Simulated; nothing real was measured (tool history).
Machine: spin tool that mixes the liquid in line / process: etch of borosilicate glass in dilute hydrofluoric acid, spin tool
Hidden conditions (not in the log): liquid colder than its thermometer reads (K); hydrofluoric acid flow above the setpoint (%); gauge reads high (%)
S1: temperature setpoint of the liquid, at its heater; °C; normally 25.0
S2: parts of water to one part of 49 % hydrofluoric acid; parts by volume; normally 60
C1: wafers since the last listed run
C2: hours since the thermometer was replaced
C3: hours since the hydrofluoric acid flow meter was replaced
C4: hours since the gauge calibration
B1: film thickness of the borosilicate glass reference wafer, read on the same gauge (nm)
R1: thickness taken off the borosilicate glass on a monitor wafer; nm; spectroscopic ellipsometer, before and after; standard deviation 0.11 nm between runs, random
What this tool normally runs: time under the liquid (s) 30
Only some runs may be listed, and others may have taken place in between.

Run 1, hour 0.0: usual settings but time under the liquid (s) 20; C1 0; C2 712.1; C3 982.2; C4 772.6; B1 150.03. Result: R1 12.78 nm.
Run 2, hour 92.0: usual settings but time under the liquid (s) 20; C1 1937; C2 804.1; C3 1074.2; C4 864.6; B1 149.99. Result: R1 12.68 nm.
Run 3, hour 186.7: usual settings; C1 1994; C2 898.8; C3 1168.9; C4 959.3; B1 150.03. Result: R1 18.95 nm.
Run 4, hour 283.3: usual settings; C1 2034; C2 995.4; C3 1265.5; C4 1055.9; B1 149.99. Result: R1 18.93 nm.
At hour 294.1: hydrofluoric acid flow meter replaced.
Run 5, hour 355.3: usual settings; C1 1495; C2 1067.4; C3 61.2; C4 1127.9; B1 150.00. Result: R1 18.97 nm.
Run 6, hour 452.1: usual settings; C1 2038; C2 1164.2; C3 158.0; C4 1224.7; B1 149.99. Result: R1 18.78 nm.
Run 7, hour 506.4: usual settings; C1 1143; C2 1218.5; C3 212.3; C4 1279.0; B1 150.01. Result: R1 18.68 nm.
Run 8, hour 591.6: usual settings; C1 1794; C2 1303.7; C3 297.5; C4 1364.2; B1 150.02. Result: R1 18.85 nm.
Run 9, hour 634.7: usual settings but time under the liquid (s) 35; C1 907; C2 1346.8; C3 340.6; C4 1407.3; B1 150.04. Result: R1 21.81 nm.
Run 10, hour 715.1: usual settings but time under the liquid (s) 40; C1 1693; C2 1427.2; C3 421.0; C4 1487.7; B1 149.98. Result: R1 24.89 nm.
At hour 767.8: thermometer replaced.
Run 11, hour 813.0: usual settings but S1 22.5 °C, S2 45 parts by volume; C1 2040; C2 45.2; C3 518.9; C4 1585.6; B1 150.00. Result: R1 23.47 nm.
Run 12, hour 1029.6: usual settings but S2 35 parts by volume; C1 4561; C2 261.8; C3 735.5; C4 1802.2; B1 149.99. Result: R1 33.98 nm.
Run 13, hour 1307.1: usual settings but S1 20.5 °C; C1 5844; C2 539.3; C3 1013.0; C4 2079.7; B1 149.98. Result: R1 15.92 nm.
Run 14, hour 1411.8: usual settings but S2 40 parts by volume; C1 2205; C2 644.0; C3 1117.7; C4 2184.4; B1 150.00. Result: R1 29.23 nm.
Run 15, hour 1513.3: usual settings; C1 2137; C2 745.5; C3 1219.2; C4 2285.9; B1 149.99. Result: R1 18.98 nm.
Run 16, hour 1580.2: usual settings but time under the liquid (s) 15; C1 1408; C2 812.4; C3 1286.1; C4 2352.8; B1 149.98. Result: R1 9.48 nm.
Run 17, hour 1645.2: usual settings but S2 90 parts by volume, time under the liquid (s) 15; C1 1368; C2 877.4; C3 1351.1; C4 2417.8; B1 149.98. Result: R1 6.04 nm.
At hour 1683.4: hydrofluoric acid flow meter replaced.
Run 18, hour 1723.5: usual settings but S1 22.5 °C, time under the liquid (s) 45; C1 1627; C2 955.7; C3 40.1; C4 2496.1; B1 149.99. Result: R1 25.34 nm.
Run 19, hour 1780.8: usual settings but S1 30.0 °C, S2 90 parts by volume; C1 1206; C2 1013.0; C3 97.4; C4 2553.4; B1 150.01. Result: R1 14.72 nm.
Run 20, hour 1882.8: usual settings but S1 27.0 °C, S2 45 parts by volume, time under the liquid (s) 40; C1 2148; C2 1115.0; C3 199.4; C4 2655.4; B1 150.03. Result: R1 37.37 nm.
Run 21, hour 1982.4: usual settings but S1 29.5 °C, S2 70 parts by volume, time under the liquid (s) 20; C1 2097; C2 1214.6; C3 299.0; C4 2755.0; B1 149.99. Result: R1 12.63 nm.
At hour 2003.9: thermometer replaced.
At hour 2018.5: gauge calibrated.
Run 22, hour 2024.1: usual settings; C1 857; C2 20.2; C3 340.7; C4 5.6; B1 150.01. Result: R1 19.18 nm.
Run 23, hour 2119.7: usual settings but S1 27.5 °C, S2 85 parts by volume, time under the liquid (s) 25; C1 2013; C2 115.8; C3 436.3; C4 101.2; B1 150.01. Result: R1 12.14 nm.
Run 24, hour 2169.1: usual settings but S1 28.0 °C, S2 50 parts by volume; C1 1040; C2 165.2; C3 485.7; C4 150.6; B1 150.03. Result: R1 26.33 nm.
Run 25, hour 2339.4: usual settings but S1 21.5 °C; C1 3586; C2 335.5; C3 656.0; C4 320.9; B1 150.05. Result: R1 16.45 nm.
Run 26, hour 2421.9: usual settings but S1 23.5 °C, time under the liquid (s) 25; C1 1737; C2 418.0; C3 738.5; C4 403.4; B1 150.00. Result: R1 14.96 nm.
Run 27, hour 2480.4: usual settings but S1 28.5 °C, S2 30 parts by volume, time under the liquid (s) 40; C1 1232; C2 476.5; C3 797.0; C4 461.9; B1 150.01. Result: R1 60.81 nm.
Run 28, hour 2520.0: usual settings but S1 22.0 °C; C1 834; C2 516.1; C3 836.6; C4 501.5; B1 150.00. Result: R1 16.88 nm.
Run 29, hour 2574.8: usual settings; C1 1154; C2 570.9; C3 891.4; C4 556.3; B1 150.00. Result: R1 19.17 nm.
Run 30, hour 2656.1: usual settings but S2 80 parts by volume; C1 1712; C2 652.2; C3 972.7; C4 637.6; B1 150.04. Result: R1 13.94 nm.
Run 31, hour 2718.9: usual settings but S1 27.0 °C, S2 75 parts by volume, time under the liquid (s) 15; C1 1322; C2 715.0; C3 1035.5; C4 700.4; B1 149.98. Result: R1 8.08 nm.
Run 32, hour 2783.0: usual settings; C1 1349; C2 779.1; C3 1099.6; C4 764.5; B1 150.00. Result: R1 18.97 nm.

Branching from run 32: 5 alternative next runs. What would each branch give?
Run A, hour 2783.4: usual settings; C1 8; C2 779.5; C3 1100.0; C4 764.9; B1 ?. Result: R1 ?.
Run B, hour 2783.4: usual settings but S1 28.5 °C; C1 8; C2 779.5; C3 1100.0; C4 764.9; B1 ?. Result: R1 ?.
Run C, hour 2783.4: usual settings but S1 22.5 °C; C1 8; C2 779.5; C3 1100.0; C4 764.9; B1 ?. Result: R1 ?.
Run D, hour 2783.4: usual settings but S1 26.5 °C, S2 30 parts by volume; C1 8; C2 779.5; C3 1100.0; C4 764.9; B1 ?. Result: R1 ?.
Run E, hour 2783.4: usual settings but S1 21.5 °C, S2 45 parts by volume; C1 8; C2 779.5; C3 1100.0; C4 764.9; B1 ?. Result: R1 ?.

run      B1     R1
  A  149.97  18.77
  B  149.97  21.60
  C  149.97  16.94
  D  149.97  41.61
  E  149.97  22.07
With no hidden state in the tool, these same runs would have given:
run     R1
  A  19.14
  B  22.01
  C  17.28
  D  42.42
  E  22.51

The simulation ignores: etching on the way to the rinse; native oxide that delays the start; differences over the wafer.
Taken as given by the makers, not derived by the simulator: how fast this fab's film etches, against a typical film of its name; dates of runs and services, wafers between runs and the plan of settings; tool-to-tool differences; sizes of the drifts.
